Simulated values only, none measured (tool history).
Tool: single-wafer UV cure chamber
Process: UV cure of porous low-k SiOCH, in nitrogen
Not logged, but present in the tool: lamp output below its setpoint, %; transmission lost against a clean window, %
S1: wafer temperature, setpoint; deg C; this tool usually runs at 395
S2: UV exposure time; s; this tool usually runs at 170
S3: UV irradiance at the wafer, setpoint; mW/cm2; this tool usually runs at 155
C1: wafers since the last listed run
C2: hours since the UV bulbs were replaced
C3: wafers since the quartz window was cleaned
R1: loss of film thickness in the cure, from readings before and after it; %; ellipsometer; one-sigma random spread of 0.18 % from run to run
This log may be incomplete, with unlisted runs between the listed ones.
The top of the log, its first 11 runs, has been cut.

{"run": 12, "hour": 752.1, "S1": 389, "S2": 170, "S3": 155, "C1": 466, "C2": 2459.2, "C3": 1302, "R1": 9.476}
{"hour": 776.5, "done": "UV bulbs replaced"}
{"run": 13, "hour": 816.1, "S1": 395, "S2": 170, "S3": 169, "C1": 595, "C2": 39.6, "C3": 1897, "R1": 11.876}
{"run": 14, "hour": 864.5, "S1": 395, "S2": 170, "S3": 129, "C1": 514, "C2": 88, "C3": 2412, "R1": 10.234}
{"run": 15, "hour": 932.0, "S1": 395, "S2": 170, "S3": 129, "C1": 717, "C2": 155.5, "C3": 3129, "R1": 10.14}
{"hour": 986.7, "done": "quartz window cleaned"}
{"run": 16, "hour": 993.0, "S1": 395, "S2": 170, "S3": 129, "C1": 563, "C2": 216.5, "C3": 66, "R1": 10.941}
{"run": 17, "hour": 1059.1, "S1": 395, "S2": 170, "S3": 155, "C1": 702, "C2": 282.6, "C3": 769, "R1": 11.815}
{"run": 18, "hour": 1109.9, "S1": 413, "S2": 170, "S3": 155, "C1": 539, "C2": 333.4, "C3": 1309, "R1": 11.48}
{"run": 19, "hour": 1145.0, "S1": 414, "S2": 225, "S3": 115, "C1": 373, "C2": 368.5, "C3": 1682, "R1": 11.026}
{"run": 20, "hour": 1198.4, "S1": 395, "S2": 170, "S3": 193, "C1": 567, "C2": 421.9, "C3": 2249, "R1": 11.38}
{"run": 21, "hour": 1228.8, "S1": 395, "S2": 170, "S3": 155, "C1": 323, "C2": 452.3, "C3": 2572, "R1": 10.839}
{"run": 22, "hour": 1276.2, "S1": 414, "S2": 90, "S3": 142, "C1": 503, "C2": 499.7, "C3": 3076, "R1": 7.716}
{"hour": 1328.2, "done": "quartz window cleaned"}
{"run": 23, "hour": 1334.5, "S1": 395, "S2": 170, "S3": 155, "C1": 534, "C2": 558, "C3": 67, "R1": 11.18}
{"run": 24, "hour": 1365.8, "S1": 395, "S2": 170, "S3": 155, "C1": 332, "C2": 589.3, "C3": 399, "R1": 11.139}
{"run": 25, "hour": 1425.0, "S1": 408, "S2": 135, "S3": 155, "C1": 629, "C2": 648.5, "C3": 1028, "R1": 9.987}
{"run": 26, "hour": 1466.4, "S1": 387, "S2": 170, "S3": 155, "C1": 439, "C2": 689.9, "C3": 1468, "R1": 10.672}
{"run": 27, "hour": 1498.0, "S1": 395, "S2": 105, "S3": 155, "C1": 335, "C2": 721.5, "C3": 1804, "R1": 8.344}
{"run": 28, "hour": 1567.0, "S1": 395, "S2": 270, "S3": 155, "C1": 733, "C2": 790.5, "C3": 2537, "R1": 12.501}

For run 29, what comes out?
{"run": 29, "hour": 1600.9, "S1": 395, "S2": 170, "S3": 155, "C1": 360, "C2": 824.4, "C3": 2898, "R1": "?"}

R1: 10.21 %
Had the tool carried no hidden state, the very same run would have given R1 12.258 %.
